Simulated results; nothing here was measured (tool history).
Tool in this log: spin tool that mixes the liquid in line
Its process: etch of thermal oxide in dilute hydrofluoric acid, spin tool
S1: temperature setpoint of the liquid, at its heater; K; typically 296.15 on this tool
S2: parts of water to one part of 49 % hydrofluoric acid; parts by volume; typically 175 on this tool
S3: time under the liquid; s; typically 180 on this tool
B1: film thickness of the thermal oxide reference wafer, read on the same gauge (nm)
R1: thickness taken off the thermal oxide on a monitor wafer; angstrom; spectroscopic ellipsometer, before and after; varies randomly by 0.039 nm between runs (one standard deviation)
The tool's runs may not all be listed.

run    hour      S1   S2   S3      B1      R1
  1     0.0  298.15  175  180  49.960   47.75
      237.2  -- hydrofluoric acid flow meter replaced
  2   297.6  298.15  175  180  49.992   47.85
  3   405.1  296.15  175  180  50.004   44.58
  4   471.8  296.15  175  180  49.972   43.98
  5   607.3  296.15  175  180  50.032   44.46
  6   797.6  296.15  175  180  50.023   44.40
  7   881.6  296.15  135  180  49.997   61.36
  8   943.3  296.15  135  180  49.973   60.68
      956.9  -- hydrofluoric acid flow meter replaced
  9  1013.4  296.15  175  180  50.013   44.62
 10  1068.2  296.15  175  180  49.990   44.81
     1113.7  -- gauge calibrated
 11  1163.5  296.15  175  180  49.970   44.94
 12  1227.1  296.15  175  180  50.001   44.30
 13  1318.2  292.65  215  230  49.977   39.24
 14  1598.8  296.15  175  180  49.962   43.79
     1612.5  -- thermometer replaced
 15  1672.9  296.15  175  120  50.017   29.39
 16  1716.3  297.65  115  215  49.994   92.95
     1720.3  -- hydrofluoric acid flow meter replaced
 17  1754.0  296.15  145  225  50.014   69.37
 18  1827.9  296.15  175  130  50.036   31.78
 19  1874.6  296.15  215   80  49.967   15.36
 20  2065.3  294.65   95  125  50.047   58.84
 21  2129.3  296.15  175  180  49.964   44.54
 22  2167.7  296.15  175  180  49.944   44.31
 23  2265.5  298.15  220  215  49.983   42.86
 24  2348.9  291.65  175   75  50.017   15.70
 25  2426.3  299.15  200  115  49.954   26.98
 26  2481.1  296.15  175  180  49.983   43.99
     2507.3  -- hydrofluoric acid flow meter replaced
 27  2545.8  292.65  145  150  50.012   40.24
 28  2627.0  296.15   90   80  50.028   41.83
 29  2708.4  294.15  250  230  49.929   33.82
 30  2781.9  296.15  175  180  50.007   44.29
 31  2855.7  296.15  175  180  49.991   44.73
 32  2893.4  296.15  120  180  49.993   68.97
 33  2985.8  300.65  105  215  50.000  111.45

Below are 4 alternative next runs, each starting from the tool's condition after run 33. Predict each:
  A  2986.3  296.15  175  180   ?   ?
  B  2986.3  296.15  245   80   ?   ?
  C  2986.3  300.65  230  180   ?   ?
  D  2986.3  301.15  175  180   ?   ?

run      B1     R1
  A  50.039  44.33
  B  50.039  13.09
  C  50.039  37.40
  D  50.039  53.34
What these runs would have given with no unlogged condition in the tool:
run     R1
  A  44.33
  B  13.09
  C  37.40
  D  53.34
